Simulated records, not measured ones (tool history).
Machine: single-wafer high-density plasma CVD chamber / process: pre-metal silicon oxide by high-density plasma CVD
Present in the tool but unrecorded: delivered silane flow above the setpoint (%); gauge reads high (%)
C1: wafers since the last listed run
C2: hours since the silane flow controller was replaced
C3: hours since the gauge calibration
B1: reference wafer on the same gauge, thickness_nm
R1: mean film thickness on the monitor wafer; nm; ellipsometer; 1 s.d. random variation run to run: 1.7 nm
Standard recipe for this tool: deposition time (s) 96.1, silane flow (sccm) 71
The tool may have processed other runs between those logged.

run 1 hour=0 | deposition_time_(s)=106.8 silane_flow_(sccm)=67 | C1=0 C2=2425.6 C3=1196.6 | B1=627.196 | R1=647.287
run 2 hour=68.2 | deposition_time_(s)=96.1 silane_flow_(sccm)=81 | C1=1180 C2=2493.8 C3=1264.8 | B1=626.986 | R1=666.019
run 3 hour=111.2 | deposition_time_(s)=96.1 silane_flow_(sccm)=81 | C1=744 C2=2536.8 C3=1307.8 | B1=626.833 | R1=669.419
run 4 hour=138.7 | deposition_time_(s)=104.3 silane_flow_(sccm)=78 | C1=476 C2=2564.3 C3=1335.3 | B1=626.538 | R1=703.013
run 5 hour=183.7 | deposition_time_(s)=96.1 silane_flow_(sccm)=71 | C1=779 C2=2609.3 C3=1380.3 | B1=627.292 | R1=605.389
run 6 hour=216.2 | deposition_time_(s)=96.1 silane_flow_(sccm)=71 | C1=562 C2=2641.8 C3=1412.8 | B1=626.974 | R1=609.477
run 7 hour=263.8 | deposition_time_(s)=96.1 silane_flow_(sccm)=71 | C1=824 C2=2689.4 C3=1460.4 | B1=627.008 | R1=610.744
run 8 hour=430.5 | deposition_time_(s)=87.7 silane_flow_(sccm)=78 | C1=2885 C2=2856.1 C3=1627.1 | B1=627.032 | R1=593.401
run 9 hour=456.9 | deposition_time_(s)=85 silane_flow_(sccm)=74 | C1=457 C2=2882.5 C3=1653.5 | B1=626.974 | R1=553.286
run 10 hour=495.1 | deposition_time_(s)=85 silane_flow_(sccm)=74 | C1=661 C2=2920.7 C3=1691.7 | B1=627.179 | R1=552.339
run 11 hour=560.2 | deposition_time_(s)=85 silane_flow_(sccm)=74 | C1=1126 C2=2985.8 C3=1756.8 | B1=626.93 | R1=552.153
run 12 hour=623.8 | deposition_time_(s)=96.1 silane_flow_(sccm)=71 | C1=1101 C2=3049.4 C3=1820.4 | B1=627.442 | R1=608.192
-- hour=666 silane flow controller replaced
run 13 hour=693.4 | deposition_time_(s)=96.1 silane_flow_(sccm)=71 | C1=1066 C2=27.4 C3=1890 | B1=627.057 | R1=662.12
run 14 hour=765.2 | deposition_time_(s)=96.1 silane_flow_(sccm)=71 | C1=1242 C2=99.2 C3=1961.8 | B1=627.077 | R1=660.701
run 15 hour=830.3 | deposition_time_(s)=96.1 silane_flow_(sccm)=71 | C1=1126 C2=164.3 C3=2026.9 | B1=626.606 | R1=659.985
run 16 hour=904.6 | deposition_time_(s)=96.1 silane_flow_(sccm)=71 | C1=1286 C2=238.6 C3=2101.2 | B1=627.168 | R1=658.42
-- hour=945.4 gauge calibrated
run 17 hour=946.1 | deposition_time_(s)=96.1 silane_flow_(sccm)=71 | C1=718 C2=280.1 C3=0.7 | B1=627.276 | R1=655.078
-- hour=968 silane flow controller replaced, repeated, since the last time left the tool worse
run 18 hour=1006.3 | deposition_time_(s)=96.1 silane_flow_(sccm)=71 | C1=903 C2=38.3 C3=60.9 | B1=627.269 | R1=628.354
run 19 hour=1054.8 | deposition_time_(s)=104.3 silane_flow_(sccm)=78 | C1=839 C2=86.8 C3=109.4 | B1=627.081 | R1=725.41
run 20 hour=1112.6 | deposition_time_(s)=96.1 silane_flow_(sccm)=71 | C1=1000 C2=144.6 C3=167.2 | B1=626.814 | R1=624.25
run 21 hour=1145.3 | deposition_time_(s)=104.4 silane_flow_(sccm)=61 | C1=566 C2=177.3 C3=199.9 | B1=627.21 | R1=615.918
run 22 hour=1173.5 | deposition_time_(s)=76.9 silane_flow_(sccm)=84 | C1=488 C2=205.5 C3=228.1 | B1=627.242 | R1=563.803
run 23 hour=1221 | deposition_time_(s)=105.2 silane_flow_(sccm)=77 | C1=822 C2=253 C3=275.6 | B1=626.781 | R1=722.71
run 24 hour=1262.6 | deposition_time_(s)=108 silane_flow_(sccm)=71 | C1=720 C2=294.6 C3=317.2 | B1=627.23 | R1=701.75
run 25 hour=1460.4 | deposition_time_(s)=81.9 silane_flow_(sccm)=71 | C1=3424 C2=492.4 C3=515 | B1=626.667 | R1=531.313
run 26 hour=1500.2 | deposition_time_(s)=107.8 silane_flow_(sccm)=59 | C1=689 C2=532.2 C3=554.8 | B1=627.343 | R1=614.222
run 27 hour=1557.2 | deposition_time_(s)=79.2 silane_flow_(sccm)=57 | C1=986 C2=589.2 C3=611.8 | B1=626.782 | R1=441.68
run 28 hour=1626.2 | deposition_time_(s)=106 silane_flow_(sccm)=63 | C1=1194 C2=658.2 C3=680.8 | B1=626.935 | R1=625.609
run 29 hour=1674.8 | deposition_time_(s)=79 silane_flow_(sccm)=77 | C1=841 C2=706.8 C3=729.4 | B1=627.147 | R1=540.437
run 30 hour=1735.3 | deposition_time_(s)=96.1 silane_flow_(sccm)=71 | C1=1047 C2=767.3 C3=789.9 | B1=626.669 | R1=617.661
run 31 hour=1761.6 | deposition_time_(s)=96.1 silane_flow_(sccm)=71 | C1=455 C2=793.6 C3=816.2 | B1=626.995 | R1=618.236
run 32 hour=1816.7 | deposition_time_(s)=103.9 silane_flow_(sccm)=83 | C1=953 C2=848.7 C3=871.3 | B1=627.264 | R1=748.383
run 33 hour=1856.2 | deposition_time_(s)=101.8 silane_flow_(sccm)=75 | C1=683 C2=888.2 C3=910.8 | B1=627.154 | R1=678.412
run 34 hour=1923.4 | deposition_time_(s)=105.2 silane_flow_(sccm)=61 | C1=1163 C2=955.4 C3=978 | B1=627.039 | R1=607.862
run 35 hour=1968.9 | deposition_time_(s)=89.3 silane_flow_(sccm)=78 | C1=787 C2=1000.9 C3=1023.5 | B1=626.903 | R1=611.356
run 36 hour=2002.1 | deposition_time_(s)=82.2 silane_flow_(sccm)=75 | C1=574 C2=1034.1 C3=1056.7 | B1=627.168 | R1=549.111

Per-run results on a tool with no hidden state, each run keeping its own random variation:
run=1 R1=667.407
run=2 R1=686.883
run=3 R1=690.488
run=4 R1=725.203
run=5 R1=624.584
run=6 R1=628.862
run=7 R1=630.255
run=8 R1=612.624
run=9 R1=571.246
run=10 R1=570.317
run=11 R1=570.207
run=12 R1=628.161
run=13 R1=628.38
run=14 R1=628.372
run=15 R1=628.834
run=16 R1=628.566
run=17 R1=626.023
run=18 R1=627.607
run=19 R1=725.648
run=20 R1=625.532
run=21 R1=617.762
run=22 R1=565.934
run=23 R1=726.37
run=24 R1=706.064
run=25 R1=537.041
run=26 R1=621.358
run=27 R1=447.32
run=28 R1=634.42
run=29 R1=548.524
run=30 R1=627.547
run=31 R1=628.401
run=32 R1=761.347
run=33 R1=690.574
run=34 R1=619.356
run=35 R1=623.301
run=36 R1=560.084
